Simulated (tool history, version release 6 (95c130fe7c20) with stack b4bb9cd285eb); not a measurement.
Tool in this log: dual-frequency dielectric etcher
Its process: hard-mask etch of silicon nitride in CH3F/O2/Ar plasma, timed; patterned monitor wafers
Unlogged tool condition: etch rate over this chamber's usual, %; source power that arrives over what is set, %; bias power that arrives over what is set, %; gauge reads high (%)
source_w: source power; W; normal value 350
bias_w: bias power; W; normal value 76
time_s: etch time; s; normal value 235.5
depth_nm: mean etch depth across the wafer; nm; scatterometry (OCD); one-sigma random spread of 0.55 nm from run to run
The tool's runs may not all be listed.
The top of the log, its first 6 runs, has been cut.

| run | hour | source_w | bias_w | time_s | wafers since the last listed run | hours since the last wet clean | hours since the last source power generator calibration | hours since the last bias power generator calibration | hours since the last upper electrode change | hours since the gauge calibration | read-back reference wafer on the same gauge, depth_nm | depth_nm |
|---|---|---|---|---|---|---|---|---|---|---|---|---|
| 7 | 269.1 | 350 | 76 | 235.5 | 261 | 358.8 | 3308.0 | 334.7 | 2461.1 | 1499.2 | 160.1 | 152.0 |
| 8 | 301.7 | 350 | 76 | 235.5 | 121 | 391.4 | 3340.6 | 367.3 | 2493.7 | 1531.8 | 159.9 | 150.8 |
| 9 | 348.5 | 350 | 76 | 235.5 | 174 | 438.2 | 3387.4 | 414.1 | 2540.5 | 1578.6 | 160.1 | 151.3 |
| 10 | 384.9 | 350 | 76 | 235.5 | 135 | 474.6 | 3423.8 | 450.5 | 2576.9 | 1615.0 | 160.1 | 150.9 |
| 11 | 428.6 | 390 | 76 | 235.5 | 162 | 518.3 | 3467.5 | 494.2 | 2620.6 | 1658.7 | 160.1 | 157.6 |
|  | 456.8 | upper electrode replaced |
| 12 | 483.1 | 290 | 93 | 269.5 | 113 | 572.8 | 3522.0 | 548.7 | 26.3 | 1713.2 | 160.1 | 167.2 |
|  | 562.3 | wet clean of the chamber |
| 13 | 562.8 | 350 | 92 | 235.5 | 207 | 0.5 | 3601.7 | 628.4 | 106.0 | 1792.9 | 160.0 | 165.4 |
| 14 | 592.9 | 350 | 82 | 235.5 | 111 | 30.6 | 3631.8 | 658.5 | 136.1 | 1823.0 | 160.1 | 158.4 |
| 15 | 654.8 | 350 | 76 | 303.0 | 230 | 92.5 | 3693.7 | 720.4 | 198.0 | 1884.9 | 160.0 | 196.5 |
| 16 | 860.8 | 270 | 76 | 235.5 | 766 | 298.5 | 3899.7 | 926.4 | 404.0 | 2090.9 | 160.1 | 132.0 |
| 17 | 920.3 | 350 | 76 | 235.5 | 221 | 358.0 | 3959.2 | 985.9 | 463.5 | 2150.4 | 160.1 | 149.4 |
|  | 927.1 | gauge calibrated |
| 18 | 945.1 | 350 | 87 | 195.5 | 92 | 382.8 | 3984.0 | 1010.7 | 488.3 | 18.0 | 160.1 | 130.7 |
| 19 | 1010.9 | 350 | 76 | 171.5 | 244 | 448.6 | 4049.8 | 1076.5 | 554.1 | 83.8 | 159.9 | 108.5 |
| 20 | 1081.0 | 400 | 88 | 235.5 | 260 | 518.7 | 4119.9 | 1146.6 | 624.2 | 153.9 | 160.1 | 166.5 |
|  | 1112.0 | source power generator calibrated |
|  | 1136.8 | wet clean of the chamber |
| 21 | 1137.3 | 290 | 94 | 287.0 | 105 | 0.5 | 25.3 | 1202.9 | 680.5 | 210.2 | 159.9 | 193.8 |
| 22 | 1150.5 | 350 | 76 | 297.5 | 49 | 13.7 | 38.5 | 1216.1 | 693.7 | 223.4 | 160.0 | 202.6 |
| 23 | 1204.2 | 350 | 76 | 235.5 | 199 | 67.4 | 92.2 | 1269.8 | 747.4 | 277.1 | 159.9 | 159.0 |
| 24 | 1273.9 | 320 | 59 | 235.5 | 259 | 137.1 | 161.9 | 1339.5 | 817.1 | 346.8 | 160.0 | 137.8 |
| 25 | 1318.6 | 290 | 76 | 235.5 | 166 | 181.8 | 206.6 | 1384.2 | 861.8 | 391.5 | 160.1 | 144.0 |
| 26 | 1390.3 | 350 | 76 | 235.5 | 266 | 253.5 | 278.3 | 1455.9 | 933.5 | 463.2 | 160.0 | 157.8 |
| 27 | 1436.4 | 350 | 76 | 235.5 | 171 | 299.6 | 324.4 | 1502.0 | 979.6 | 509.3 | 159.9 | 156.9 |
| 28 | 1491.4 | 350 | 76 | 235.5 | 204 | 354.6 | 379.4 | 1557.0 | 1034.6 | 564.3 | 160.0 | 156.8 |
| 29 | 1516.9 | 350 | 64 | 215.0 | 94 | 380.1 | 404.9 | 1582.5 | 1060.1 | 589.8 | 159.8 | 134.3 |
| 30 | 1689.1 | 350 | 86 | 214.0 | 640 | 552.3 | 577.1 | 1754.7 | 1232.3 | 762.0 | 160.0 | 146.3 |

Predict each of these 3 candidate next runs independently; none follows another, all start after run 30:
| A | 1689.6 | 430 | 76 | 235.5 | 1 | 552.8 | 577.6 | 1755.2 | 1232.8 | 762.5 | ? | ? |
| B | 1689.6 | 400 | 76 | 182.0 | 1 | 552.8 | 577.6 | 1755.2 | 1232.8 | 762.5 | ? | ? |
| C | 1689.6 | 260 | 76 | 278.5 | 1 | 552.8 | 577.6 | 1755.2 | 1232.8 | 762.5 | ? | ? |

| run | read-back reference wafer on the same gauge, depth_nm | depth_nm |
|---|---|---|
| A | 160.0 | 170.3 |
| B | 160.0 | 127.2 |
| C | 160.0 | 156.2 |
Without the tool's hidden state the same runs would have given:
| run | depth_nm |
|---|---|
| A | 176.1 |
| B | 131.5 |
| C | 161.5 |
